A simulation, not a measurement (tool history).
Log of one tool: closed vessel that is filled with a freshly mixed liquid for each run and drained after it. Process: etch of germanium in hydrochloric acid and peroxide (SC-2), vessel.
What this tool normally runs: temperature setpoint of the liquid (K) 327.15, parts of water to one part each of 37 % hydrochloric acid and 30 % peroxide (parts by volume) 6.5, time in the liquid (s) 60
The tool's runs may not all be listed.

run	hour	temperature setpoint of the liquid (K)	parts of water to one part each of 37 % hydrochloric acid and 30 % peroxide (parts by volume)	time in the liquid (s)	wafers since the last listed run	hours since the thermometer was replaced	hours since the chemicals flow meter was replaced	hours since the drum of peroxide was connected	hours since the gauge calibration	read-back film thickness of the germanium reference wafer, read on the same gauge (nm)	thickness taken off the germanium on a monitor wafer (nm)
1	0	327.15	6.5	60	0	2667.9	808.5	391.4	1446	69.98	134.79
# hour 46.9: thermometer replaced
2	67.3	327.15	6.5	60	4155	20.4	875.8	458.7	1513.3	69.98	126.74
3	94.8	327.15	6.5	85	1723	47.9	903.3	486.2	1540.8	70.02	180.88
4	139.3	327.15	6.5	85	2788	92.4	947.8	530.7	1585.3	70.01	182
# hour 142.7: chemicals flow meter replaced
5	193.9	327.15	6.5	85	3359	147	51.2	585.3	1639.9	70.01	180.09
6	225.2	327.15	6.5	60	1961	178.3	82.5	616.6	1671.2	70.01	127.12
7	267.2	320.15	4	85	2632	220.3	124.5	658.6	1713.2	69.99	148.48
8	300.5	327.15	8	60	2087	253.6	157.8	691.9	1746.5	69.99	124.55
9	371.3	327.15	6.5	95	4437	324.4	228.6	762.7	1817.3	69.99	205.68
10	436	327.15	6.5	60	4054	389.1	293.3	827.4	1882	69.99	128.86
11	499.6	336.15	6.5	60	3986	452.7	356.9	891	1945.6	69.97	169.84
12	536	327.15	6.5	60	2281	489.1	393.3	927.4	1982	70.01	129.66
13	580.7	327.15	5	60	2801	533.8	438	972.1	2026.7	70.01	130.03
14	610	327.15	6.5	60	1836	563.1	467.3	1001.4	2056	69.98	129.58
15	640.5	327.15	4	60	1911	593.6	497.8	1031.9	2086.5	70.02	131.51
16	666.3	327.15	6.5	60	1616	619.4	523.6	1057.7	2112.3	69.98	129.33
17	720	327.15	8.5	80	3365	673.1	577.3	1111.4	2166	69.94	171.66
# hour 736.1: gauge calibrated
# hour 736.3: new drum of peroxide connected
18	762.9	327.15	6.5	60	2626	716	620.2	26.6	26.8	69.98	128.34
19	808.6	336.65	7.5	60	2864	761.7	665.9	72.3	72.5	70.02	169.81
20	854.8	317.15	6.5	60	2895	807.9	712.1	118.5	118.7	70.01	94.84
21	893.9	320.15	7.5	90	2450	847	751.2	157.6	157.8	70.02	156.43
22	937.8	327.15	6.5	85	2751	890.9	795.1	201.5	201.7	69.97	185.18
23	1006.2	331.15	7.5	30	4286	959.3	863.5	269.9	270.1	70.03	74.03
24	1052.4	327.15	6.5	60	2895	1005.5	909.7	316.1	316.3	69.99	132
25	1079	333.65	6.5	60	1667	1032.1	936.3	342.7	342.9	69.99	156.57
26	1113.7	319.15	7.5	60	2174	1066.8	971	377.4	377.6	69.99	102.3
27	1175.6	327.15	9	60	3879	1128.7	1032.9	439.3	439.5	70.04	128.71
28	1219.1	330.15	4.5	85	2726	1172.2	1076.4	482.8	483	69.97	207.05
29	1245.8	320.15	7.5	90	1673	1198.9	1103.1	509.5	509.7	69.99	158.61
# hour 1268.8: chemicals flow meter replaced
30	1284	317.15	6.5	60	2331	1237.1	15.2	547.7	547.9	69.98	95.58

Each row is a separate what-if for the run after 30, all from the same tool condition, not one after another. Results?
A	1284.7	327.15	4.5	60	43	1237.8	15.9	548.4	548.6	?	?
B	1284.7	336.65	6.5	85	43	1237.8	15.9	548.4	548.6	?	?
C	1284.7	335.65	5	40	43	1237.8	15.9	548.4	548.6	?	?
D	1284.7	320.15	9	50	43	1237.8	15.9	548.4	548.6	?	?

run	read-back film thickness of the germanium reference wafer, read on the same gauge (nm)	thickness taken off the germanium on a monitor wafer (nm)
A	70.03	134.47
B	70.03	249.9
C	70.03	115.66
D	70.03	86.91
Had the tool no hidden state, the same runs would have come out as:
run	thickness taken off the germanium on a monitor wafer (nm)
A	129.51
B	241.32
C	111.63
D	83.62
